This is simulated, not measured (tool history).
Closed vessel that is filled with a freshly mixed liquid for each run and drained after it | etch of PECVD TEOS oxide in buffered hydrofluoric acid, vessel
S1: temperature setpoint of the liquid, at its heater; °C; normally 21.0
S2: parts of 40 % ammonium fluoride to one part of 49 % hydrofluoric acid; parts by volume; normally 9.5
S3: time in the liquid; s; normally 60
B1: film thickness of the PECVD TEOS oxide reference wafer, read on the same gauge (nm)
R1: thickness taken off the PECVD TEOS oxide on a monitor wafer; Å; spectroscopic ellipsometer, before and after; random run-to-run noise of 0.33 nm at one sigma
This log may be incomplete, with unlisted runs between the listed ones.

Run 1, hour 0.0: usual settings but S2 7.5 parts by volume, S3 55 s; B1 150.00. Result: R1 1129.9 Å.
At hour 54.4: gauge calibrated.
Run 2, hour 57.7: usual settings but S2 7.5 parts by volume, S3 55 s; B1 150.02. Result: R1 1131.6 Å.
Run 3, hour 134.3: usual settings but S1 25.0 °C, S2 6.5 parts by volume; B1 150.00. Result: R1 1760.5 Å.
Run 4, hour 175.1: usual settings but S1 25.0 °C, S2 6.5 parts by volume; B1 150.00. Result: R1 1756.3 Å.
Run 5, hour 220.6: usual settings but S2 6.5 parts by volume; B1 149.99. Result: R1 1412.2 Å.
Run 6, hour 315.0: usual settings but S2 8.5 parts by volume; B1 149.98. Result: R1 1067.3 Å.
Run 7, hour 405.3: usual settings; B1 150.01. Result: R1 979.1 Å.
Run 8, hour 445.1: usual settings but S1 18.5 °C; B1 149.97. Result: R1 846.7 Å.
Run 9, hour 541.2: usual settings but S1 18.5 °C; B1 149.95. Result: R1 840.6 Å.
Run 10, hour 633.2: usual settings but S1 18.5 °C; B1 150.00. Result: R1 848.1 Å.
Run 11, hour 682.1: usual settings but S2 7.0 parts by volume, S3 70 s; B1 149.97. Result: R1 1508.1 Å.
Run 12, hour 771.9: usual settings but S2 7.0 parts by volume, S3 70 s; B1 150.01. Result: R1 1505.2 Å.
Run 13, hour 809.8: usual settings but S1 19.0 °C, S2 6.5 parts by volume; B1 149.98. Result: R1 1243.9 Å.
Run 14, hour 879.6: usual settings but S1 19.0 °C, S2 6.5 parts by volume; B1 150.00. Result: R1 1242.8 Å.
Run 15, hour 983.7: usual settings but S1 17.0 °C, S2 8.0 parts by volume, S3 35 s; B1 150.01. Result: R1 517.0 Å.
Run 16, hour 1040.9: usual settings but S1 24.5 °C, S3 50 s; B1 150.03. Result: R1 971.9 Å.
Run 17, hour 1126.1: usual settings but S1 23.0 °C; B1 149.98. Result: R1 1075.2 Å.
Run 18, hour 1298.7: usual settings; B1 149.97. Result: R1 958.8 Å.
At hour 1350.2: thermometer replaced.
Run 19, hour 1360.0: usual settings but S1 24.5 °C, S2 8.0 parts by volume, S3 80 s; B1 149.99. Result: R1 1768.2 Å.
Run 20, hour 1455.0: usual settings but S1 26.0 °C, S2 6.0 parts by volume, S3 70 s; B1 149.99. Result: R1 2257.4 Å.
At hour 1513.0: hydrofluoric acid flow meter replaced.
At hour 1528.0: gauge calibrated.
Run 21, hour 1546.2: usual settings but S1 17.0 °C; B1 149.96. Result: R1 782.4 Å.
Run 22, hour 1606.8: usual settings but S1 18.5 °C; B1 150.02. Result: R1 856.5 Å.
Run 23, hour 1702.4: usual settings; B1 150.00. Result: R1 982.1 Å.
Run 24, hour 1756.0: usual settings; B1 150.04. Result: R1 986.4 Å.
Run 25, hour 1852.3: usual settings but S1 17.0 °C, S2 11.5 parts by volume, S3 40 s; B1 149.98. Result: R1 441.1 Å.
Run 26, hour 1899.7: usual settings but S1 19.0 °C, S2 6.5 parts by volume; B1 150.03. Result: R1 1268.0 Å.
Run 27, hour 1950.0: usual settings; B1 149.99. Result: R1 984.6 Å.
Run 28, hour 2009.3: usual settings but S3 95 s; B1 149.98. Result: R1 1555.0 Å.
Run 29, hour 2091.5: usual settings but S2 13.0 parts by volume; B1 149.98. Result: R1 728.5 Å.
Run 30, hour 2156.6: usual settings but S1 23.5 °C, S2 10.5 parts by volume, S3 35 s; B1 149.99. Result: R1 599.7 Å.
Run 31, hour 2243.2: usual settings but S1 19.0 °C, S2 10.5 parts by volume, S3 45 s; B1 150.00. Result: R1 595.7 Å.
Run 32, hour 2289.3: usual settings; B1 150.01. Result: R1 970.5 Å.

Predict each of these 5 candidate next runs independently; none follows another, all start after run 32:
Run A, hour 2290.0: usual settings; B1 ?. Result: R1 ?.
Run B, hour 2290.0: usual settings but S1 25.0 °C, S3 95 s; B1 ?. Result: R1 ?.
Run C, hour 2290.0: usual settings but S1 17.5 °C, S2 7.0 parts by volume, S3 45 s; B1 ?. Result: R1 ?.
Run D, hour 2290.0: usual settings but S2 11.5 parts by volume; B1 ?. Result: R1 ?.
Run E, hour 2290.0: usual settings but S2 6.5 parts by volume, S3 50 s; B1 ?. Result: R1 ?.

run      B1      R1
  A  150.02   971.6
  B  150.02  1916.0
  C  150.02   802.4
  D  150.02   812.6
  E  150.02  1164.7
Had the tool no hidden state, the same runs would have come out as:
run      R1
  A   989.7
  B  1951.7
  C   828.1
  D   836.2
  E  1194.7
